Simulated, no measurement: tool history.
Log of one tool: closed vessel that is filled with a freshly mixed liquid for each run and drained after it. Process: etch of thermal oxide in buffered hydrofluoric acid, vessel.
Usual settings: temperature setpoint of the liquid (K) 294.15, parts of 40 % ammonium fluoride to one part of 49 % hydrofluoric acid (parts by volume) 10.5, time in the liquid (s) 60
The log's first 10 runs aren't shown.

run	hour	temperature setpoint of the liquid (K)	parts of 40 % ammonium fluoride to one part of 49 % hydrofluoric acid (parts by volume)	time in the liquid (s)	wafers since the last listed run	hours since the thermometer was replaced	hours since the hydrofluoric acid flow meter was replaced	hours since the gauge calibration	read-back film thickness of the thermal oxide reference wafer, read on the same gauge (nm)	thickness taken off the thermal oxide on a monitor wafer (Å)
11	170.6	294.15	10.5	60	2261	37.1	85.4	376.4	39.98	563.3
12	186.2	291.65	14	30	2063	52.7	101	392	39.99	183.1
13	195.5	290.65	10.5	60	1230	62	110.3	401.3	40.02	458
14	208.1	291.65	8	75	1666	74.6	122.9	413.9	40.02	774.8
15	220.6	290.65	10.5	60	1653	87.1	135.4	426.4	40.01	453
# hour 221: gauge calibrated
16	227.1	290.15	13	75	859	93.6	141.9	6.1	40	443.3
17	234	290.15	14.5	90	912	100.5	148.8	13	40.01	481.1
18	246.7	291.15	10.5	60	1679	113.2	161.5	25.7	39.99	470
19	260.2	298.65	12	60	1785	126.7	175	39.2	40	614.2
20	274.1	298.15	12	95	1838	140.6	188.9	53.1	39.99	947.3
21	291.8	294.15	10.5	60	2341	158.3	206.6	70.8	39.99	552.6
22	309.7	292.15	9.5	40	2367	176.2	224.5	88.7	40.01	356
23	323.4	294.15	8	45	1811	189.9	238.2	102.4	40	519.9
24	330.9	292.15	12.5	40	991	197.4	245.7	109.9	40	271.4
25	339.5	294.15	10.5	60	1137	206	254.3	118.5	40	543.9
26	356.9	294.15	8.5	60	2301	223.4	271.7	135.9	40	645.2
27	404.6	291.15	14	30	6308	271.1	319.4	183.6	40.01	172
28	413.5	294.15	9	35	1177	280	328.3	192.5	40.02	353.6
29	428.8	294.15	10.5	60	2023	295.3	343.6	207.8	40	532.6
30	436.1	298.65	8.5	40	965	302.6	350.9	215.1	40.01	541.3
31	448	292.65	7	30	1573	314.5	362.8	227	40.02	357.3
32	454.6	294.15	10.5	60	872	321.1	369.4	233.6	39.99	534.5

5 ways to go on from here, each from the tool as it stands after run 32. What would each give?
A	455.3	294.15	10.5	60	92	321.8	370.1	234.3	?	?
B	455.3	290.15	8	30	92	321.8	370.1	234.3	?	?
C	455.3	291.15	9	30	92	321.8	370.1	234.3	?	?
D	455.3	294.15	10.5	90	92	321.8	370.1	234.3	?	?
E	455.3	291.15	14	50	92	321.8	370.1	234.3	?	?

run	read-back film thickness of the thermal oxide reference wafer, read on the same gauge (nm)	thickness taken off the thermal oxide on a monitor wafer (Å)
A	40	530.2
B	40	268.4
C	40	253.1
D	40	795.3
E	40	281.3
Without the tool's hidden state the same runs would have given:
run	thickness taken off the thermal oxide on a monitor wafer (Å)
A	568.8
B	289.1
C	269.3
D	853.3
E	302.2
